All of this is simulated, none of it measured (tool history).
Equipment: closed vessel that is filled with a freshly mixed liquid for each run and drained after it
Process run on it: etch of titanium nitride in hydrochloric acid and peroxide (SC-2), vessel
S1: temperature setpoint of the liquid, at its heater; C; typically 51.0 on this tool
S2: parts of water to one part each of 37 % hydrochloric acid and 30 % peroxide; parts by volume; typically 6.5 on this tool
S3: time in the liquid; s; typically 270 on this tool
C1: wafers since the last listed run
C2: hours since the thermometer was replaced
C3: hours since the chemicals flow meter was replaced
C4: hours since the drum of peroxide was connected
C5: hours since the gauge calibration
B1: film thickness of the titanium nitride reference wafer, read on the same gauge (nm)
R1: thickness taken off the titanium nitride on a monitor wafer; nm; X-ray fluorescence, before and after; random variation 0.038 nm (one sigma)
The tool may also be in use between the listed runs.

run   hour    S1   S2   S3    C1      C2      C3      C4     C5     B1     R1
  1    0.0  53.5  8.5  270     0  1280.1  1679.6   825.5  341.8  30.00   6.62
  2   24.6  53.5  8.5  270  1356  1304.7  1704.2   850.1  366.4  30.00   6.66
  3   54.2  53.5  8.5  270  1632  1334.3  1733.8   879.7  396.0  29.98   6.64
  4   72.0  51.0  6.5  270   981  1352.1  1751.6   897.5  413.8  30.00   7.02
  5   94.5  51.0  6.5  270  1240  1374.6  1774.1   920.0  436.3  29.99   6.98
  6  107.8  51.0  6.5  270   733  1387.9  1787.4   933.3  449.6  29.99   6.95
     132.7  -- thermometer replaced
  7  135.9  51.0  6.5  270  1494     3.2  1815.5   961.4  477.7  30.01   7.52
  8  151.3  51.0  6.5  270   849    18.6  1830.9   976.8  493.1  30.01   7.55
  9  178.6  51.0  6.5  270  1505    45.9  1858.2  1004.1  520.4  30.01   7.51
 10  192.2  59.5  7.5  135   749    59.5  1871.8  1017.7  534.0  30.01   5.83
 11  270.4  51.0  6.5  270  4312   137.7  1950.0  1095.9  612.2  29.97   7.60
     287.1  -- gauge calibrated
 12  331.6  47.0  5.0  160  3374   198.9  2011.2  1157.1   44.5  29.99   4.14
     334.6  -- chemicals flow meter replaced
 13  365.9  43.0  8.0  205  1836   233.2    31.3  1191.4   78.8  30.00   2.66
 14  394.1  51.0  4.0  325  1554   261.4    59.5  1219.6  107.0  29.98  12.09
 15  410.9  45.0  4.0  340   926   278.2    76.3  1236.4  123.8  29.99   8.54
 16  445.2  57.5  5.0  210  1891   312.5   110.6  1270.7  158.1  29.99  10.33
 17  462.5  41.5  5.0  385   953   329.8   127.9  1288.0  175.4  30.03   6.43
 18  488.9  46.0  9.0  140  1455   356.2   154.3  1314.4  201.8  30.02   2.04
 19  518.9  51.0  6.5  270  1654   386.2   184.3  1344.4  231.8  30.03   7.08
     531.5  -- new drum of peroxide connected
 20  548.5  41.0  7.5  400  1577   415.8   213.9    17.0  261.4  29.99   4.79
 21  578.4  47.0  6.5  310  1648   445.7   243.8    46.9  291.3  29.98   6.21
 22  597.7  51.0  7.5  405  1064   465.0   263.1    66.2  310.6  30.01   9.61
 23  618.0  44.0  6.5  140  1119   485.3   283.4    86.5  330.9  29.99   2.28
 24  653.9  53.5  5.5  270  1979   521.2   319.3   122.4  366.8  30.02   9.51
 25  670.8  51.0  6.5  270   931   538.1   336.2   139.3  383.7  30.00   7.12
 26  701.0  47.0  5.5  175  1665   568.3   366.4   169.5  413.9  30.00   3.99
 27  717.8  45.0  4.0  340   926   585.1   383.2   186.3  430.7  30.00   8.41
 28  743.5  46.0  6.5  415  1417   610.8   408.9   212.0  456.4  30.01   7.76
 29  768.2  42.0  5.5  270  1361   635.5   433.6   236.7  481.1  30.00   4.34

Alternative continuations, all from the tool just after run 29; predict every row:
  A  768.9  51.0  4.0  270  38  636.2  434.3  237.4  481.8   ?   ?
  B  768.9  60.5  6.5  140  38  636.2  434.3  237.4  481.8   ?   ?
  C  768.9  51.0  5.0  355  38  636.2  434.3  237.4  481.8   ?   ?
  D  768.9  51.0  6.5  155  38  636.2  434.3  237.4  481.8   ?   ?

run     B1     R1
  A  29.99   9.97
  B  29.99   6.76
  C  29.99  11.25
  D  29.99   4.05
Without the tool's unlogged condition, the same runs would have read:
run     R1
  A  10.16
  B   6.86
  C  11.45
  D   4.12

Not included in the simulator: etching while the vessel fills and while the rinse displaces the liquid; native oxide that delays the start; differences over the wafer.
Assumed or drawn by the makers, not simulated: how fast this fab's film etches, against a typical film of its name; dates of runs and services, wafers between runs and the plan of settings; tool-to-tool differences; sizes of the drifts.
